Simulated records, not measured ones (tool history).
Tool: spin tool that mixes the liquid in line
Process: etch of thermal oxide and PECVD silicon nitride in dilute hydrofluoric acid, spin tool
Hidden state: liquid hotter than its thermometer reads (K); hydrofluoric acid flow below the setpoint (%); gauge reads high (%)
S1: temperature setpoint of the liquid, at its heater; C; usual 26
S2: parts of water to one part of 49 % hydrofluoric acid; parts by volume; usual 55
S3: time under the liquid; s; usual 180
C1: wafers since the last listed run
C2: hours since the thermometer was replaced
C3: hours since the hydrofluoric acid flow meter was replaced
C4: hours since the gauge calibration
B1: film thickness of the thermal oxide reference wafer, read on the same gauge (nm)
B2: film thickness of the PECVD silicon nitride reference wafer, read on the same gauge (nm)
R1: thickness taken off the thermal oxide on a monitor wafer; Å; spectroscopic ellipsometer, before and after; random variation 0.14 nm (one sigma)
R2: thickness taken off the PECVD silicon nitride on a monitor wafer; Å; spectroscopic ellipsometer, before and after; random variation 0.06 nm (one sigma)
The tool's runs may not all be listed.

run   hour    S1  S2   S3   C1     C2      C3     C4     B1      B2     R1     R2
  1      0    26  55  180    0  128.6  1951.7   76.1     50  129.99  162.4   72.3
  2   22.2    26  55  180   89  150.8  1973.9   98.3  49.97  129.99  158.8   72.5
  3   41.8    26  55  180   79  170.4  1993.5  117.9     50  129.98  159.5   72.3
  4   75.7    26  55  180  137  204.3  2027.4  151.8  50.01     130  157.6   71.9
  5   89.7    26  55  180   56  218.3  2041.4  165.8  50.03  130.02  160.2   72.5
  6    116    26  55  180  106  244.6  2067.7  192.1  50.02  129.98    158   72.8
  7  128.2    26  55  180   49  256.8  2079.9  204.3     50  130.01  157.7   72.7
  8  145.7    26  55  180   70  274.3  2097.4  221.8  49.99  129.99  157.8   72.6
     161.6  -- gauge calibrated
  9  177.1    26  55  180  127  305.7  2128.8   15.5  49.99     130  156.8     72
 10    203    26  55  180  104  331.6  2154.7   41.4  49.99  129.98  158.3   71.9
     220.3  -- hydrofluoric acid flow meter replaced
 11  223.6    26  55  180   79  352.2     3.3     62  49.99  130.01  181.2   81.2
 12  249.2  28.5  45  180  103  377.8    28.9   87.6  49.98     130  248.8    116
 13  262.4    26  75  285   53    391    42.1  100.8  49.98  130.03  203.2   93.4
 14  311.4    26  55  145  198    440    91.1  149.8  50.02     130  141.6   64.5
 15  335.4    26  45  110   97    464   115.1  173.8  49.96  129.96  135.5   60.4
 16  365.7    26  55  180  122  494.3   145.4  204.1     50  129.96  177.1   79.5
 17  393.9    26  55  220  114  522.5   173.6  232.3  49.98     130  216.4   98.5
     403.2  -- gauge calibrated
 18  410.8    26  55  180   68  539.4   190.5    7.6  50.04  129.99  178.3     81
     413.8  -- thermometer replaced
 19  427.8    23  40  225   64     14   207.5   24.6  50.03     130  273.5  113.1
 20  453.8  24.5  65  140  105     40   233.5   50.6  49.99  129.99    109   48.3
 21  473.5  28.5  70  245   79   59.7   253.2   70.3  50.01     130  209.1  102.4
 22  508.3  22.5  35  285  141   94.5     288  105.1  50.01     130  395.9  156.3
 23  531.4    26  45  180   93  117.6   311.1  128.2  49.98  130.02  218.5   98.1

Forecast each of these 3 alternatives for the next run:
  A  531.9  26  55  180   2  118.1  311.6  128.7   ?   ?   ?   ?
  B  531.9  21  55  180   2  118.1  311.6  128.7   ?   ?   ?   ?
  C  531.9  28  55  180   2  118.1  311.6  128.7   ?   ?   ?   ?

run     B1      B2     R1    R2
  A  49.99  129.98  177.3  80.2
  B  49.99  129.98  144.4  57.2
  C  49.99  129.98    192  91.4
Without the tool's hidden state the same runs would have given:
run     R1    R2
  A  183.9  82.9
  B  149.7  59.2
  C  199.3  94.6

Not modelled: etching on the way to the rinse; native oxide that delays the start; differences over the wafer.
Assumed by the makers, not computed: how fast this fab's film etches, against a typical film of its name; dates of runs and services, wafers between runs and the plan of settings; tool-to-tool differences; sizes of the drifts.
